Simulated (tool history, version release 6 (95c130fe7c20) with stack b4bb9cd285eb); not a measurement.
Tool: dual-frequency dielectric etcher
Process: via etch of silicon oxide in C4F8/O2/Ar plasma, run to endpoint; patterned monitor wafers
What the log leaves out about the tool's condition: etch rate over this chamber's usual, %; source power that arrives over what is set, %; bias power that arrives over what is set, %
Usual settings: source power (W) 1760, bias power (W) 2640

run   hour  source power (W)  bias power (W)  wafers since the last listed run  hours since the last wet clean  hours since the last source power generator calibration  hours since the last bias power generator calibration  hours since the last upper electrode change  incoming incoming film thickness, nm  endpoint time (s)
  1      0              1760            2640                                 0                             175                                                   3962.6                                                 2686.4                                       4206.4                                1697.7              324.4
  2   18.1              1450            2640                               100                           193.1                                                   3980.7                                                 2704.5                                       4224.5                                1688.9              353.6
  3   37.5              1980            2918                               107                           212.5                                                   4000.1                                                 2723.9                                       4243.9                                1684.6              302.2
  4   84.4              1980            2918                               260                           259.4                                                     4047                                                 2770.8                                       4290.8                                1705.3                307
  5  104.7              1760            2640                               112                           279.7                                                   4067.3                                                 2791.1                                       4311.1                                1703.7              334.9
  6  121.9              1760            2640                                95                           296.9                                                   4084.5                                                 2808.3                                       4328.3                                  1685              330.8
  7  139.4              1760            2640                                97                           314.4                                                     4102                                                 2825.8                                       4345.8                                1668.2                330
  8  175.1              1900            2640                               198                           350.1                                                   4137.7                                                 2861.5                                       4381.5                                1696.8              320.8
  9  203.9              1760            2640                               160                           378.9                                                   4166.5                                                 2890.3                                       4410.3                                1688.3              330.3
 10  226.1              1760            2640                               123                           401.1                                                   4188.7                                                 2912.5                                       4432.5                                1706.8              334.2
 11  241.7              1760            2640                                86                           416.7                                                   4204.3                                                 2928.1                                       4448.1                                1697.2              333.2
 12    269              1760            2640                               151                             444                                                   4231.6                                                 2955.4                                       4475.4                                1677.4              323.5
     292.2  -- source power generator calibrated
 13  292.7              1760            2640                               109                           467.7                                                      0.5                                                 2979.1                                       4499.1                                1677.1              329.1
 14  307.8              1760            2640                                83                           482.8                                                     15.6                                                 2994.2                                       4514.2                                1690.5              331.6
 15  323.1              1760            2640                                85                           498.1                                                     30.9                                                 3009.5                                       4529.5                                1683.6              327.3
     372.2  -- wet clean of the chamber
 16  372.7              1760            2640                               142                             0.5                                                     80.5                                                 3059.1                                       4579.1                                1685.8              320.4
 17  379.7              2060            2134                                38                             7.5                                                     87.5                                                 3066.1                                       4586.1                                1695.6              322.6
 18  408.9              1760            2640                               162                            36.7                                                    116.7                                                 3095.3                                       4615.3                                1694.1                328
 19  434.1              1760            2084                               140                            61.9                                                    141.9                                                 3120.5                                       4640.5                                1688.2              345.7
 20  458.1              1760            2807                               133                            85.9                                                    165.9                                                 3144.5                                       4664.5                                1680.6              320.3
     506.2  -- upper electrode replaced, of another model than before
 21  506.7              2060            2885                               136                           134.5                                                    214.5                                                 3193.1                                          0.5                                1686.4                301
 22  524.6              2010            3113                                99                           152.4                                                    232.4                                                   3211                                         18.4                                1701.5              307.3
     549.3  -- bias power generator calibrated
 23  556.1              1410            2398                               152                           183.9                                                    263.9                                                    6.8                                         49.9                                1709.6              358.2
 24  582.8              1470            2640                               148                           210.6                                                    290.6                                                   33.5                                         76.6                                1680.5              342.1
 25  599.1              1360            2081                                90                           226.9                                                    306.9                                                   49.8                                         92.9                                1680.3              363.9
 26  623.2              1380            3001                               133                             251                                                      331                                                   73.9                                          117                                1687.7              344.9
 27  645.2              1760            2640                               122                             273                                                      353                                                   95.9                                          139                                1684.1              330.8
 28    680              2040            3042                               193                           307.8                                                    387.8                                                  130.7                                        173.8                                1669.4              307.7
 29    700              1760            2640                               111                           327.8                                                    407.8                                                  150.7                                        193.8                                  1686              332.1
 30  729.1              1760            2640                               161                           356.9                                                    436.9                                                  179.8                                        222.9                                1667.5              330.7
 31  744.7              2180            3010                                86                           372.5                                                    452.5                                                  195.4                                        238.5                                1702.9              304.2
 32  778.6              1760            2640                               188                           406.4                                                    486.4                                                  229.3                                        272.4                                1694.2              339.2
       830  -- wet clean of the chamber
 33  830.5              1510            2199                               155                             0.5                                                    538.3                                                  281.2                                        324.3                                1699.6              351.3

Had the tool no unlogged condition, and each run kept its random variation, what would the results have been?
run  endpoint time (s)
  1              322.1
  2              350.7
  3              299.3
  4                303
  5                330
  6              325.6
  7              324.4
  8              314.5
  9              323.2
 10              326.5
 11              325.1
 12                315
 13              319.9
 14                322
 15              317.4
 16                321
 17              323.1
 18              327.8
 19              344.9
 20                319
 21              298.8
 22              304.6
 23              354.2
 24              337.6
 25              358.7
 26              339.3
 27                325
 28              301.6
 29                325
 30              322.9
 31              296.6
 32                330
 33              351.4
